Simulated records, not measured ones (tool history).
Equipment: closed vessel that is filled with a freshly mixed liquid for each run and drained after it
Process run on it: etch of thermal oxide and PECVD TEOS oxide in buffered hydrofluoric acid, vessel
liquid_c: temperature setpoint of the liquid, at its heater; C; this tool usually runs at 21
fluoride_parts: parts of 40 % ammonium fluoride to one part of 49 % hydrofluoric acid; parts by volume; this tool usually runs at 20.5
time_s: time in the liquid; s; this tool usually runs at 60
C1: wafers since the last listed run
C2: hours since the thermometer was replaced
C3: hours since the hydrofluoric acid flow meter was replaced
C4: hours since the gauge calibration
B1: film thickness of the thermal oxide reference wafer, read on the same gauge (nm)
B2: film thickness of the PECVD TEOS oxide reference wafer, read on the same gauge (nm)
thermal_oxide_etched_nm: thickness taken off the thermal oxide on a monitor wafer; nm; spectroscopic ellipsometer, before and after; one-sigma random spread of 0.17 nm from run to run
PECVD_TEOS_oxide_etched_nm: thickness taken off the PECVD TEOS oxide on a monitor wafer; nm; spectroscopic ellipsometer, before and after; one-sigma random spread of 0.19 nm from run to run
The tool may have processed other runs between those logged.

run 1 hour=0 | liquid_c=21 fluoride_parts=20.5 time_s=60 | C1=0 C2=986.7 C3=1713.3 C4=1825.9 | B1=60 B2=150.01 | thermal_oxide_etched_nm=32.25 PECVD_TEOS_oxide_etched_nm=37.21
run 2 hour=47.1 | liquid_c=21 fluoride_parts=20.5 time_s=60 | C1=5382 C2=1033.8 C3=1760.4 C4=1873 | B1=60 B2=149.99 | thermal_oxide_etched_nm=32.09 PECVD_TEOS_oxide_etched_nm=36.9
run 3 hour=72.8 | liquid_c=21 fluoride_parts=20.5 time_s=60 | C1=2936 C2=1059.5 C3=1786.1 C4=1898.7 | B1=60.01 B2=150.01 | thermal_oxide_etched_nm=31.69 PECVD_TEOS_oxide_etched_nm=36.8
-- hour=106.2 gauge calibrated
run 4 hour=132.9 | liquid_c=21 fluoride_parts=20.5 time_s=60 | C1=6868 C2=1119.6 C3=1846.2 C4=26.7 | B1=60 B2=149.96 | thermal_oxide_etched_nm=32.27 PECVD_TEOS_oxide_etched_nm=36.77
run 5 hour=181.5 | liquid_c=18 fluoride_parts=20.5 time_s=50 | C1=5553 C2=1168.2 C3=1894.8 C4=75.3 | B1=59.99 B2=149.99 | thermal_oxide_etched_nm=22.43 PECVD_TEOS_oxide_etched_nm=25.69
run 6 hour=205.9 | liquid_c=21 fluoride_parts=14 time_s=60 | C1=2788 C2=1192.6 C3=1919.2 C4=99.7 | B1=60.02 B2=150 | thermal_oxide_etched_nm=45.09 PECVD_TEOS_oxide_etched_nm=52
run 7 hour=274.3 | liquid_c=21 fluoride_parts=20.5 time_s=60 | C1=7816 C2=1261 C3=1987.6 C4=168.1 | B1=60 B2=150 | thermal_oxide_etched_nm=32.28 PECVD_TEOS_oxide_etched_nm=37.02
run 8 hour=338.1 | liquid_c=21 fluoride_parts=20.5 time_s=60 | C1=7290 C2=1324.8 C3=2051.4 C4=231.9 | B1=60 B2=150 | thermal_oxide_etched_nm=32.26 PECVD_TEOS_oxide_etched_nm=37.32
run 9 hour=379.6 | liquid_c=21 fluoride_parts=15 time_s=60 | C1=4742 C2=1366.3 C3=2092.9 C4=273.4 | B1=60.01 B2=150 | thermal_oxide_etched_nm=42.23 PECVD_TEOS_oxide_etched_nm=48.46
run 10 hour=408.7 | liquid_c=21 fluoride_parts=20.5 time_s=30 | C1=3325 C2=1395.4 C3=2122 C4=302.5 | B1=60.01 B2=150.01 | thermal_oxide_etched_nm=16.1 PECVD_TEOS_oxide_etched_nm=18.42
run 11 hour=452.3 | liquid_c=18.5 fluoride_parts=26.5 time_s=90 | C1=4982 C2=1439 C3=2165.6 C4=346.1 | B1=59.97 B2=150 | thermal_oxide_etched_nm=35.33 PECVD_TEOS_oxide_etched_nm=40.45
run 12 hour=489.8 | liquid_c=23 fluoride_parts=20.5 time_s=45 | C1=4285 C2=1476.5 C3=2203.1 C4=383.6 | B1=60.03 B2=150 | thermal_oxide_etched_nm=27.11 PECVD_TEOS_oxide_etched_nm=31.24
run 13 hour=554.7 | liquid_c=24.5 fluoride_parts=20.5 time_s=60 | C1=7416 C2=1541.4 C3=2268 C4=448.5 | B1=59.99 B2=150.01 | thermal_oxide_etched_nm=39.12 PECVD_TEOS_oxide_etched_nm=44.87
run 14 hour=595.7 | liquid_c=23.5 fluoride_parts=24.5 time_s=40 | C1=4685 C2=1582.4 C3=2309 C4=489.5 | B1=60.02 B2=149.99 | thermal_oxide_etched_nm=21.89 PECVD_TEOS_oxide_etched_nm=25.09
-- hour=622.9 thermometer replaced
run 15 hour=662.7 | liquid_c=21 fluoride_parts=20.5 time_s=95 | C1=7542 C2=39.8 C3=2376 C4=556.5 | B1=60.02 B2=149.98 | thermal_oxide_etched_nm=47.99 PECVD_TEOS_oxide_etched_nm=55.41
run 16 hour=708.7 | liquid_c=21 fluoride_parts=20.5 time_s=60 | C1=5256 C2=85.8 C3=2422 C4=602.5 | B1=60.02 B2=150 | thermal_oxide_etched_nm=30.35 PECVD_TEOS_oxide_etched_nm=34.34
run 17 hour=760.8 | liquid_c=17 fluoride_parts=14.5 time_s=60 | C1=5953 C2=137.9 C3=2474.1 C4=654.6 | B1=60.02 B2=149.98 | thermal_oxide_etched_nm=32.8 PECVD_TEOS_oxide_etched_nm=37.15
-- hour=825.4 hydrofluoric acid flow meter replaced
run 18 hour=892.6 | liquid_c=24 fluoride_parts=17.5 time_s=60 | C1=14947 C2=269.7 C3=67.2 C4=786.4 | B1=60 B2=150.04 | thermal_oxide_etched_nm=44.44 PECVD_TEOS_oxide_etched_nm=51.01
run 19 hour=956.9 | liquid_c=24 fluoride_parts=26.5 time_s=45 | C1=7347 C2=334 C3=131.5 C4=850.7 | B1=60.03 B2=150.01 | thermal_oxide_etched_nm=24.02 PECVD_TEOS_oxide_etched_nm=27.81
run 20 hour=1021.2 | liquid_c=21 fluoride_parts=23 time_s=60 | C1=7347 C2=398.3 C3=195.8 C4=915 | B1=60.03 B2=150.02 | thermal_oxide_etched_nm=30.17 PECVD_TEOS_oxide_etched_nm=34.58
run 21 hour=1063.2 | liquid_c=17 fluoride_parts=12.5 time_s=90 | C1=4799 C2=440.3 C3=237.8 C4=957 | B1=59.99 B2=149.99 | thermal_oxide_etched_nm=62.6 PECVD_TEOS_oxide_etched_nm=71.89
run 22 hour=1103.6 | liquid_c=21 fluoride_parts=20.5 time_s=60 | C1=4616 C2=480.7 C3=278.2 C4=997.4 | B1=60.01 B2=150.03 | thermal_oxide_etched_nm=32.67 PECVD_TEOS_oxide_etched_nm=37.47
run 23 hour=1170.3 | liquid_c=17 fluoride_parts=27 time_s=60 | C1=7622 C2=547.4 C3=344.9 C4=1064.1 | B1=60.02 B2=150.01 | thermal_oxide_etched_nm=21.77 PECVD_TEOS_oxide_etched_nm=24.38
run 24 hour=1197.3 | liquid_c=19 fluoride_parts=15.5 time_s=30 | C1=3085 C2=574.4 C3=371.9 C4=1091.1 | B1=60.01 B2=149.98 | thermal_oxide_etched_nm=19.01 PECVD_TEOS_oxide_etched_nm=21.69
run 25 hour=1261.7 | liquid_c=21 fluoride_parts=28 time_s=75 | C1=7359 C2=638.8 C3=436.3 C4=1155.5 | B1=59.98 B2=150.01 | thermal_oxide_etched_nm=33.13 PECVD_TEOS_oxide_etched_nm=37.43
run 26 hour=1355.2 | liquid_c=24 fluoride_parts=20.5 time_s=35 | C1=10684 C2=732.3 C3=529.8 C4=1249 | B1=59.99 B2=149.99 | thermal_oxide_etched_nm=22.44 PECVD_TEOS_oxide_etched_nm=25.76
run 27 hour=1406.7 | liquid_c=19.5 fluoride_parts=13.5 time_s=60 | C1=5885 C2=783.8 C3=581.3 C4=1300.5 | B1=60 B2=149.96 | thermal_oxide_etched_nm=44.37 PECVD_TEOS_oxide_etched_nm=50.82

Here are 3 independent what-if runs from the current tool condition. What would each one return?
run A hour=1407.4 | liquid_c=21 fluoride_parts=20.5 time_s=60 | C1=79 C2=784.5 C3=582 C4=1301.2 | B1=? B2=? | thermal_oxide_etched_nm=? PECVD_TEOS_oxide_etched_nm=?
run B hour=1407.4 | liquid_c=17 fluoride_parts=17.5 time_s=80 | C1=79 C2=784.5 C3=582 C4=1301.2 | B1=? B2=? | thermal_oxide_etched_nm=? PECVD_TEOS_oxide_etched_nm=?
run C hour=1407.4 | liquid_c=19.5 fluoride_parts=20.5 time_s=60 | C1=79 C2=784.5 C3=582 C4=1301.2 | B1=? B2=? | thermal_oxide_etched_nm=? PECVD_TEOS_oxide_etched_nm=?

run=A B1=60.01 B2=149.98 thermal_oxide_etched_nm=32.63 PECVD_TEOS_oxide_etched_nm=37.58
run=B B1=60.01 B2=149.98 thermal_oxide_etched_nm=39.9 PECVD_TEOS_oxide_etched_nm=45.95
run=C B1=60.01 B2=149.98 thermal_oxide_etched_nm=30.01 PECVD_TEOS_oxide_etched_nm=34.56
What these runs would have given with no unlogged condition in the tool:
run=A thermal_oxide_etched_nm=32.23 PECVD_TEOS_oxide_etched_nm=37.12
run=B thermal_oxide_etched_nm=39.79 PECVD_TEOS_oxide_etched_nm=45.82
run=C thermal_oxide_etched_nm=29.63 PECVD_TEOS_oxide_etched_nm=34.13
